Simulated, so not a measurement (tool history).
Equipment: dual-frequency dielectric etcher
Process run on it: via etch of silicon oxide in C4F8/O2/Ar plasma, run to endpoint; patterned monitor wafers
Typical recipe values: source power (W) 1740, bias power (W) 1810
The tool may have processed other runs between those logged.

run,hour,source power (W),bias power (W),wafers since the last listed run,hours since the last wet clean,hours since the last source power generator calibration,hours since the last bias power generator calibration,hours since the last upper electrode change,"incoming incoming film thickness, nm",endpoint time (s)
1,0.0,1740,1810,0,542.6,2810.5,2890.0,3796.5,1096.3,265.8
# hour 10.3: wet clean of the chamber
2,54.2,1740,1810,139,43.9,2864.7,2944.2,3850.7,1096.1,252.5
3,105.3,1740,1946,161,95.0,2915.8,2995.3,3901.8,1092.2,245.2
4,165.3,1740,1946,189,155.0,2975.8,3055.3,3961.8,1087.6,242.3
5,218.0,1740,1946,166,207.7,3028.5,3108.0,4014.5,1093.0,246.8
6,245.5,1740,1810,87,235.2,3056.0,3135.5,4042.0,1095.8,255.0
7,294.3,1740,1810,154,284.0,3104.8,3184.3,4090.8,1080.7,255.2
# hour 334.0: upper electrode replaced
8,336.6,1740,1810,57,326.3,3147.1,3226.6,2.6,1086.2,256.6
# hour 348.3: bias power generator calibrated
# hour 374.0: source power generator calibrated
9,387.2,1740,1810,134,376.9,13.2,38.9,53.2,1081.5,256.3
10,413.1,1740,1810,81,402.8,39.1,64.8,79.1,1106.1,264.6
11,454.1,1740,1810,129,443.8,80.1,105.8,120.1,1075.7,255.6
12,524.0,1740,1810,221,513.7,150.0,175.7,190.0,1092.8,260.4
13,583.2,1740,1810,187,572.9,209.2,234.9,249.2,1092.5,258.4

Estimate the outcome of run 14 from the log above:
# hour 615.8: wet clean of the chamber
14,634.9,1990,1810,87,19.1,260.9,286.6,300.9,1090.3,?

Run 14 measured endpoint time (s) 240.6.
If the tool had no hidden condition, the same run with the same run-to-run variation would have returned endpoint time (s) 241.4.

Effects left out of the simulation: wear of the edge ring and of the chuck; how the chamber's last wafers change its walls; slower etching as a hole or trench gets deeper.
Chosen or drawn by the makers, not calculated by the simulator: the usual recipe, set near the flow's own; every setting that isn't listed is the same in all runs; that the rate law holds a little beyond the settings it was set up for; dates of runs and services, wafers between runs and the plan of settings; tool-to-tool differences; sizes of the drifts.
